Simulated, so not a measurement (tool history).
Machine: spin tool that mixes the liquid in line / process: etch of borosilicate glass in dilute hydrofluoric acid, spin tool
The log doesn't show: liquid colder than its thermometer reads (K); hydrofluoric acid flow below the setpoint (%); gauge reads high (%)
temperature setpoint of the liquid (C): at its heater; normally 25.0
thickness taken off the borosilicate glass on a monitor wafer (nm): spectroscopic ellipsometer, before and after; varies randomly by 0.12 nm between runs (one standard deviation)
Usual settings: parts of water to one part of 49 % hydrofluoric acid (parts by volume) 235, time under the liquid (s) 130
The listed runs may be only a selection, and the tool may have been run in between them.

| run | day | temperature setpoint of the liquid (C) | parts of water to one part of 49 % hydrofluoric acid (parts by volume) | time under the liquid (s) | wafers since the last listed run | hours since the thermometer was replaced | hours since the hydrofluoric acid flow meter was replaced | hours since the gauge calibration | read-back film thickness of the borosilicate glass reference wafer, read on the same gauge (nm) | thickness taken off the borosilicate glass on a monitor wafer (nm) |
|---|---|---|---|---|---|---|---|---|---|---|
| 1 | 0.000 | 25.0 | 235 | 130 | 0 | 1287.1 | 1423.5 | 143.9 | 150.03 | 14.75 |
| 2 | 2.921 | 25.0 | 235 | 130 | 721 | 1357.2 | 1493.6 | 214.0 | 150.02 | 14.51 |
| 3 | 3.771 | 25.0 | 235 | 130 | 209 | 1377.6 | 1514.0 | 234.4 | 150.00 | 14.55 |
| 4 | 4.633 | 25.0 | 235 | 130 | 213 | 1398.3 | 1534.7 | 255.1 | 150.02 | 14.62 |
| 5 | 5.458 | 25.0 | 235 | 130 | 203 | 1418.1 | 1554.5 | 274.9 | 149.99 | 14.44 |
| 6 | 6.471 | 25.0 | 235 | 190 | 250 | 1442.4 | 1578.8 | 299.2 | 150.02 | 21.35 |
| 7 | 7.642 | 25.0 | 235 | 190 | 289 | 1470.5 | 1606.9 | 327.3 | 150.00 | 21.01 |
| 8 | 8.446 | 25.0 | 235 | 130 | 198 | 1489.8 | 1626.2 | 346.6 | 149.96 | 14.35 |
| 9 | 9.588 | 25.0 | 235 | 130 | 281 | 1517.2 | 1653.6 | 374.0 | 149.99 | 14.16 |
| 10 | 10.150 | 25.0 | 235 | 110 | 138 | 1530.7 | 1667.1 | 387.5 | 149.99 | 12.11 |
| 11 | 11.958 | 22.0 | 235 | 130 | 446 | 1574.1 | 1710.5 | 430.9 | 150.03 | 12.79 |
|  | 13.204 | hydrofluoric acid flow meter replaced |
| 12 | 13.233 | 22.0 | 235 | 130 | 304 | 1604.7 | 0.7 | 461.5 | 149.96 | 14.86 |
| 13 | 13.754 | 22.0 | 235 | 130 | 128 | 1617.2 | 13.2 | 474.0 | 150.06 | 14.68 |
| 14 | 15.038 | 22.5 | 235 | 130 | 316 | 1648.0 | 44.0 | 504.8 | 149.96 | 15.01 |
|  | 15.675 | gauge calibrated |
| 15 | 16.075 | 23.0 | 135 | 130 | 256 | 1672.9 | 68.9 | 9.6 | 149.99 | 29.44 |
| 16 | 17.133 | 23.5 | 345 | 170 | 261 | 1698.3 | 94.3 | 35.0 | 150.01 | 12.46 |
| 17 | 17.775 | 25.0 | 235 | 130 | 158 | 1713.7 | 109.7 | 50.4 | 150.02 | 16.30 |
| 18 | 18.742 | 25.0 | 235 | 130 | 238 | 1736.9 | 132.9 | 73.6 | 149.98 | 16.25 |
| 19 | 19.783 | 25.0 | 140 | 90 | 257 | 1761.9 | 157.9 | 98.6 | 149.98 | 20.99 |
| 20 | 20.617 | 21.5 | 145 | 70 | 205 | 1781.9 | 177.9 | 118.6 | 150.01 | 13.60 |
| 21 | 21.162 | 20.5 | 185 | 170 | 134 | 1795.0 | 191.0 | 131.7 | 150.00 | 23.84 |
|  | 22.317 | thermometer replaced |
| 22 | 24.342 | 27.5 | 160 | 65 | 774 | 48.6 | 267.3 | 208.0 | 150.04 | 15.40 |

Run 23, settings as shown, results not yet in. Your forecast:
| 23 | 25.325 | 23.0 | 305 | 195 | 242 | 72.2 | 290.9 | 231.6 | ? | ? |

{"run 23": {"read-back film thickness of the borosilicate glass reference wafer, read on the same gauge (nm)": 150.01, "thickness taken off the borosilicate glass on a monitor wafer (nm)": 17.34}}
On a tool with no hidden condition, and with the same random variation, this run would have come out at thickness taken off the borosilicate glass on a monitor wafer (nm) 18.04.
